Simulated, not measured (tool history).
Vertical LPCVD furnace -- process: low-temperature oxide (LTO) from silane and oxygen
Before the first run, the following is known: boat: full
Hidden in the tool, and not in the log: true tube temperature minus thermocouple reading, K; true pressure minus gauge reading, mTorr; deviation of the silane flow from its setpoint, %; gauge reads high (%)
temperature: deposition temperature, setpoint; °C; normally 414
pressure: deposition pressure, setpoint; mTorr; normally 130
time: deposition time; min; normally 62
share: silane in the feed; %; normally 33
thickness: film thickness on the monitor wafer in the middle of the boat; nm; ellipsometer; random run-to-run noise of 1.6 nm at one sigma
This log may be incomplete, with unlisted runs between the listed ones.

run	day	temperature	pressure	time	share	wafers since the last listed run	hours since the last temperature calibration	hours since the pressure gauge was zeroed	hours since the silane flow controller was replaced	hours since the gauge calibration	read-back reference wafer on the same gauge, thickness	thickness
1	0	414	130	45.5	33	0	1032	4035.1	3701.8	1845.5	326.21	219.82
2	9.192	414	130	45.5	33	1936	1252.6	4255.7	3922.4	2066.1	324.43	215.12
3	10.892	414	130	62	33	358	1293.4	4296.5	3963.2	2106.9	324.37	293.51
# day 12.746: gauge calibrated
4	14.512	414	130	62	33	763	1380.3	4383.4	4050.1	42.4	341.62	310.25
5	18.05	414	130	62	33	745	1465.2	4468.3	4135	127.3	340.91	312.23
6	20.829	414	130	62	33	585	1531.9	4535	4201.7	194	340.64	310.22
7	25.05	414	130	62	33	889	1633.2	4636.3	4303	295.3	339.98	307.87
8	27.583	414	130	52	33	533	1694	4697.1	4363.8	356.1	339.11	257.2
9	30.817	414	130	62	33	681	1771.6	4774.7	4441.4	433.7	338.46	309.52
10	34.554	410	160	48	33	787	1861.3	4864.4	4531.1	523.4	338.25	280.78
11	37.562	423	120	78.5	39	633	1933.5	4936.6	4603.3	595.6	336.96	485.31
12	41.171	414	155	62	36	760	2020.1	5023.2	4689.9	682.2	336.48	406.99
# day 43.008: pressure gauge zeroed
13	44.721	418	130	41.5	33	537	2105.3	41.1	4775.1	767.4	336.02	213.69
14	47.912	414	130	62	33	672	2181.9	117.7	4851.7	844	335.33	303.53
15	49.846	414	105	77.5	29	407	2228.3	164.1	4898.1	890.4	335.16	253.74
16	52.958	419	130	74	33	655	2303	238.8	4972.8	965.1	334.62	380.53
17	55.917	419	130	74	33	623	2374	309.8	5043.8	1036.1	333.65	378.92
18	59.254	414	100	81.5	33	703	2454.1	389.9	5123.9	1116.2	332.84	301.46
# day 65: thermocouples replaced and temperature profile calibrated
19	66.442	424	150	77.5	30	1303	34.6	562.4	5296.4	1288.7	331.67	423.25
# day 68.096: silane flow controller replaced
20	70.467	414	130	62	33	637	131.2	659	56.9	1385.3	330.63	301.8
21	74.1	403	130	62	29	765	218.4	746.2	144.1	1472.5	330.12	218.33
22	75.65	414	130	62	39	326	255.6	783.4	181.3	1509.7	329.58	371.69
23	77.667	418	130	41.5	33	424	304	831.8	229.7	1558.1	329.51	209.97
24	79.538	408	155	77	33	394	348.9	876.7	274.6	1603	329.18	412.61
25	82.9	414	145	62	37	708	429.6	957.4	355.3	1683.7	328.08	387.37
26	84.438	423	120	78.5	39	324	466.5	994.3	392.2	1720.6	328.02	471.93
27	88.367	414	130	62	33	828	560.8	1088.6	486.5	1814.9	327.11	297.76
28	92.146	414	115	71	33	796	651.5	1179.3	577.2	1905.6	326.91	301.52
# day 98.138: gauge calibrated
29	101	408	130	47.5	33	1865	864	1391.8	789.7	68.7	340.89	220.88
30	103.608	414	130	62	33	549	926.6	1454.4	852.3	131.3	339.96	308.67
31	107.296	410	105	75.5	37	777	1015.1	1542.9	940.8	219.8	339.23	336.68
32	109.096	414	130	68.5	31	379	1058.3	1586.1	984	263	339	312.94

Below are 3 alternative next runs, each starting from the tool's condition after run 32. Predict each:
A	109.329	414	130	62	30	49	1063.9	1591.7	989.6	268.6	?	?
B	109.329	410	100	78.5	38	49	1063.9	1591.7	989.6	268.6	?	?
C	109.329	421	130	83.5	36	49	1063.9	1591.7	989.6	268.6	?	?

run	read-back reference wafer on the same gauge, thickness	thickness
A	338.82	269.86
B	338.82	344.33
C	338.82	500.74
The same runs, with their run-to-run variation unchanged, on a tool lacking any hidden condition would have given:
run	thickness
A	273.01
B	348.35
C	506.59
